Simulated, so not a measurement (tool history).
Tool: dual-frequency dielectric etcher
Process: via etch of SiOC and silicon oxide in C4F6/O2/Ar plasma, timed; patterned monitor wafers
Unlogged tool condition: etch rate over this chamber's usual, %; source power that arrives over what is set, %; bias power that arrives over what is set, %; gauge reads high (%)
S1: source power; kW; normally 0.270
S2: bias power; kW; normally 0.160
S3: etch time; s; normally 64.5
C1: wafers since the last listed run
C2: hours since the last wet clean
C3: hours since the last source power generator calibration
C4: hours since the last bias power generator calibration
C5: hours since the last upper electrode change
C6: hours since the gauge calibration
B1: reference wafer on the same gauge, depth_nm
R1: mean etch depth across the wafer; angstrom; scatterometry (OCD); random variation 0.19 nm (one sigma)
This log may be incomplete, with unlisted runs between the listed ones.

run	hour	S1	S2	S3	C1	C2	C3	C4	C5	C6	B1	R1
1	0.0	0.270	0.160	64.5	0	358.1	3211.1	4596.0	2204.8	266.0	79.9	691
# hour 1.8: gauge calibrated
2	20.1	0.280	0.160	64.5	185	378.2	3231.2	4616.1	2224.9	18.3	79.9	702
3	92.4	0.270	0.160	64.5	667	450.5	3303.5	4688.4	2297.2	90.6	79.9	698
4	110.6	0.270	0.160	64.5	167	468.7	3321.7	4706.6	2315.4	108.8	79.9	697
# hour 147.0: wet clean of the chamber
# hour 155.5: upper electrode replaced
5	156.0	0.270	0.160	64.5	118	9.0	3367.1	4752.0	0.5	154.2	79.9	672
6	157.3	0.270	0.160	64.5	11	10.3	3368.4	4753.3	1.8	155.5	79.9	675
7	186.9	0.270	0.160	64.5	273	39.9	3398.0	4782.9	31.4	185.1	79.9	675
8	215.8	0.270	0.160	64.5	266	68.8	3426.9	4811.8	60.3	214.0	79.8	679
# hour 239.6: bias power generator calibrated
9	240.1	0.270	0.160	64.5	187	93.1	3451.2	0.5	84.6	238.3	80.0	676
# hour 244.4: gauge calibrated
10	257.9	0.270	0.160	64.5	164	110.9	3469.0	18.3	102.4	13.5	79.9	681
11	278.4	0.320	0.127	80.5	189	131.4	3489.5	38.8	122.9	34.0	80.0	835
12	310.7	0.270	0.160	80.0	298	163.7	3521.8	71.1	155.2	66.3	79.9	845
13	323.6	0.330	0.188	64.5	119	176.6	3534.7	84.0	168.1	79.2	79.9	760
# hour 336.7: source power generator calibrated
14	337.2	0.330	0.141	80.0	88	190.2	0.5	97.6	181.7	92.8	79.9	860
15	356.7	0.220	0.170	53.5	179	209.7	20.0	117.1	201.2	112.3	80.0	549
16	373.3	0.250	0.160	83.0	153	226.3	36.6	133.7	217.8	128.9	79.9	862
17	409.0	0.270	0.160	64.5	329	262.0	72.3	169.4	253.5	164.6	79.8	686
18	434.0	0.230	0.160	47.5	230	287.0	97.3	194.4	278.5	189.6	79.9	484
19	465.8	0.300	0.144	73.5	293	318.8	129.1	226.2	310.3	221.4	79.9	783

Each row is a separate what-if for the run after 19, all from the same tool condition, not one after another. Results?
A	466.2	0.270	0.160	64.5	3	319.2	129.5	226.6	310.7	221.8	?	?
B	466.2	0.300	0.160	53.5	3	319.2	129.5	226.6	310.7	221.8	?	?
C	466.2	0.200	0.133	58.5	3	319.2	129.5	226.6	310.7	221.8	?	?
D	466.2	0.300	0.178	54.5	3	319.2	129.5	226.6	310.7	221.8	?	?

run	B1	R1
A	79.8	688
B	79.8	588
C	79.8	543
D	79.8	620
The same runs, with their run-to-run variation unchanged, on a tool lacking any hidden condition would have given:
run	R1
A	668
B	571
C	528
D	602
